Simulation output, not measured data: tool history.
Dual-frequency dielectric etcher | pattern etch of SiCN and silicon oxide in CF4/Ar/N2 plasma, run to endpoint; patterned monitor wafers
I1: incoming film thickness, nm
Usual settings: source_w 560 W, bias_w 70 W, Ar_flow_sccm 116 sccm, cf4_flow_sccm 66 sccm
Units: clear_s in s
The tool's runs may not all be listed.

Run 1, hour 0.0: usual settings; I1 9.97. Result: clear_s 9.0 s.
Run 2, hour 261.3: usual settings but bias_w 60 W; I1 9.98. Result: clear_s 9.5 s.
Run 3, hour 327.7: usual settings but bias_w 64 W; I1 10.02. Result: clear_s 9.3 s.
Run 4, hour 389.3: usual settings but bias_w 64 W; I1 10.09. Result: clear_s 9.5 s.
Run 5, hour 443.5: usual settings but Ar_flow_sccm 98 sccm; I1 9.87. Result: clear_s 8.4 s.
Run 6, hour 500.2: usual settings but cf4_flow_sccm 55 sccm; I1 10.06. Result: clear_s 9.3 s.
At hour 580.9: wet clean of the chamber.
Run 7, hour 587.4: usual settings; I1 9.99. Result: clear_s 8.8 s.
Run 8, hour 681.5: usual settings; I1 10.02. Result: clear_s 8.9 s.
At hour 753.7: CF4 flow controller replaced.
Run 9, hour 784.4: usual settings but source_w 630 W; I1 10.04. Result: clear_s 8.2 s.
Run 10, hour 863.7: usual settings but source_w 480 W, bias_w 88 W, cf4_flow_sccm 61 sccm; I1 10.03. Result: clear_s 9.2 s.
Run 11, hour 964.7: usual settings but source_w 690 W, bias_w 65 W, Ar_flow_sccm 133 sccm, cf4_flow_sccm 58 sccm; I1 9.92. Result: clear_s 8.2 s.
Run 12, hour 1040.1: usual settings but bias_w 55 W, Ar_flow_sccm 124 sccm, cf4_flow_sccm 57 sccm; I1 9.86. Result: clear_s 9.9 s.
At hour 1113.8: bias power generator calibrated.
At hour 1130.5: wet clean of the chamber.
Run 13, hour 1145.3: usual settings; I1 10.00. Result: clear_s 8.7 s.
At hour 1223.3: upper electrode replaced.
Run 14, hour 1223.8: usual settings but source_w 440 W, bias_w 86 W, Ar_flow_sccm 89 sccm, cf4_flow_sccm 73 sccm; I1 10.01. Result: clear_s 9.1 s.
Run 15, hour 1250.9: usual settings; I1 9.99. Result: clear_s 8.8 s.
Run 16, hour 1314.1: usual settings; I1 9.89. Result: clear_s 8.6 s.
Run 17, hour 1380.1: usual settings but Ar_flow_sccm 91 sccm; I1 10.06. Result: clear_s 8.4 s.
At hour 1426.8: source power generator calibrated.
At hour 1457.7: Ar flow controller replaced.
Run 18, hour 1466.4: usual settings but Ar_flow_sccm 106 sccm, cf4_flow_sccm 59 sccm; I1 9.90. Result: clear_s 8.9 s.
Run 19, hour 1563.7: usual settings but cf4_flow_sccm 76 sccm; I1 10.01. Result: clear_s 8.8 s.
Run 20, hour 1632.2: usual settings but bias_w 57 W, Ar_flow_sccm 101 sccm, cf4_flow_sccm 73 sccm; I1 9.89. Result: clear_s 9.2 s.
At hour 1706.1: wet clean of the chamber.
Run 21, hour 1914.4: usual settings but source_w 650 W, bias_w 88 W, Ar_flow_sccm 101 sccm, cf4_flow_sccm 54 sccm; I1 10.08. Result: clear_s 7.5 s.
Run 22, hour 2015.3: usual settings but source_w 440 W, bias_w 61 W, Ar_flow_sccm 141 sccm, cf4_flow_sccm 60 sccm; I1 10.01. Result: clear_s 12.0 s.
Run 23, hour 2109.0: usual settings; I1 10.11. Result: clear_s 9.1 s.

5 ways to go on from here, each from the tool as it stands after run 23. What would each give?
Run A, hour 2109.4: usual settings; I1 10.07. Result: clear_s ?.
Run B, hour 2109.4: usual settings but Ar_flow_sccm 93 sccm; I1 10.07. Result: clear_s ?.
Run C, hour 2109.4: usual settings but source_w 650 W, bias_w 64 W, Ar_flow_sccm 94 sccm, cf4_flow_sccm 57 sccm; I1 10.07. Result: clear_s ?.
Run D, hour 2109.4: usual settings but source_w 610 W, Ar_flow_sccm 138 sccm; I1 10.07. Result: clear_s ?.
Run E, hour 2109.4: usual settings but source_w 690 W, Ar_flow_sccm 91 sccm; I1 10.07. Result: clear_s ?.

run  clear_s
  A      9.0
  B      8.6
  C      8.2
  D      8.8
  E      7.3
Without the tool's hidden state the same runs would have given:
run  clear_s
  A      9.0
  B      8.6
  C      8.2
  D      8.8
  E      7.3

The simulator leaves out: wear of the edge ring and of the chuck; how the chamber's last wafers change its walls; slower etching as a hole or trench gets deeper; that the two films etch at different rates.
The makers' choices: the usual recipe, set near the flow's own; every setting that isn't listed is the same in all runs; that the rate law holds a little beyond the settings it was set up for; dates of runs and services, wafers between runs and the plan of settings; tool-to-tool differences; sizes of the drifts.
